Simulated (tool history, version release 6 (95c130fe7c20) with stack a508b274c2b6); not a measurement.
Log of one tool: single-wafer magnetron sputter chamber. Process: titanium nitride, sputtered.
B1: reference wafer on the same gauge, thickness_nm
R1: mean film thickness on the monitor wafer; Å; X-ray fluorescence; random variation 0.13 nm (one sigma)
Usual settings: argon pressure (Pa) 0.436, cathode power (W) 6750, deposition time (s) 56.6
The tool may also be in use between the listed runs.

Run 1, day 0: usual settings; B1 66.716. Result: R1 725.87 Å.
Run 2, day 3.796: usual settings; B1 66.744. Result: R1 720.84 Å.
Run 3, day 7.096: usual settings; B1 66.7. Result: R1 718.56 Å.
At day 7.533: sputter target and shields replaced.
Run 4, day 10.967: usual settings; B1 66.636. Result: R1 724.1 Å.
Run 5, day 13.5: usual settings; B1 66.703. Result: R1 722.91 Å.
Run 6, day 16.129: usual settings; B1 66.701. Result: R1 721.48 Å.
Run 7, day 20.475: usual settings; B1 66.691. Result: R1 712 Å.
At day 22.233: sputter target and shields replaced.
Run 8, day 24.317: usual settings but deposition time (s) 50.7; B1 66.73. Result: R1 651.85 Å.
At day 25.679: gauge calibrated.
Run 9, day 27.346: usual settings; B1 66.78. Result: R1 725.32 Å.
Run 10, day 30.079: usual settings; B1 66.72. Result: R1 722.23 Å.
Run 11, day 33.225: usual settings; B1 66.743. Result: R1 716.2 Å.
At day 34.121: capacitance manometer re-zeroed and calibrated.
Run 12, day 35.221: usual settings but cathode power (W) 8000, deposition time (s) 50.5; B1 66.719. Result: R1 763.17 Å.
At day 35.638: sputter target and shields replaced.
Run 13, day 37.521: usual settings but argon pressure (Pa) 0.585, cathode power (W) 6250; B1 66.701. Result: R1 656.38 Å.
Run 14, day 41.317: usual settings; B1 66.72. Result: R1 732.32 Å.
At day 41.729: magnet pack replaced.
Run 15, day 44.212: usual settings but argon pressure (Pa) 0.322, deposition time (s) 46.1; B1 66.702. Result: R1 608.25 Å.
Run 16, day 45.862: usual settings but argon pressure (Pa) 0.505, cathode power (W) 5900, deposition time (s) 59.7; B1 66.658. Result: R1 655.41 Å.
At day 49.558: sputter target and shields replaced.
Run 17, day 49.579: usual settings; B1 66.741. Result: R1 735.6 Å.
Run 18, day 51.917: usual settings but argon pressure (Pa) 0.588, cathode power (W) 5650, deposition time (s) 49.8; B1 66.701. Result: R1 522.06 Å.
Run 19, day 55.792: usual settings but argon pressure (Pa) 0.322, deposition time (s) 46.1; B1 66.708. Result: R1 610.4 Å.
Run 20, day 59.192: usual settings but argon pressure (Pa) 0.318; B1 66.648. Result: R1 745.24 Å.
Run 21, day 60.742: usual settings but cathode power (W) 5100, deposition time (s) 62.6; B1 66.69. Result: R1 602.94 Å.
At day 62.633: sputter target and shields replaced.
Run 22, day 64.658: usual settings but argon pressure (Pa) 0.319, cathode power (W) 7950, deposition time (s) 53.2; B1 66.708. Result: R1 834.92 Å.
Run 23, day 66.517: usual settings but argon pressure (Pa) 0.344, deposition time (s) 62.6; B1 66.765. Result: R1 824.69 Å.

Hidden state or all else? Some run-to-run changes of R1, split into what the settings, what came in and random variation would give without the hidden state, and what is left for the hidden state (with any gauge scatter that isn't in both results):
The hidden state here: deposition rate above that of a new target (%); true argon pressure above the setpoint (%); gauge reads high (%).
Run 7 -> 8: deposition time (s) 56.6 -> 50.7, sputter target and shields replaced. R1 -60.15 Å: hidden state +16.99, all else -77.14.
Run 12 -> 13: argon pressure (Pa) 0.436 -> 0.585, cathode power (W) 8000 -> 6250, deposition time (s) 50.5 -> 56.6, sputter target and shields replaced. R1 -106.79 Å: hidden state +16.16, all else -122.95.
Run 17 -> 18: argon pressure (Pa) 0.436 -> 0.588, cathode power (W) 6750 -> 5650, deposition time (s) 56.6 -> 49.8. R1 -213.54 Å: hidden state -1.79, all else -211.75.
Run 21 -> 22: argon pressure (Pa) 0.436 -> 0.319, cathode power (W) 5100 -> 7950, deposition time (s) 62.6 -> 53.2, sputter target and shields replaced. R1 +231.98 Å: hidden state +8.92, all else +223.06.
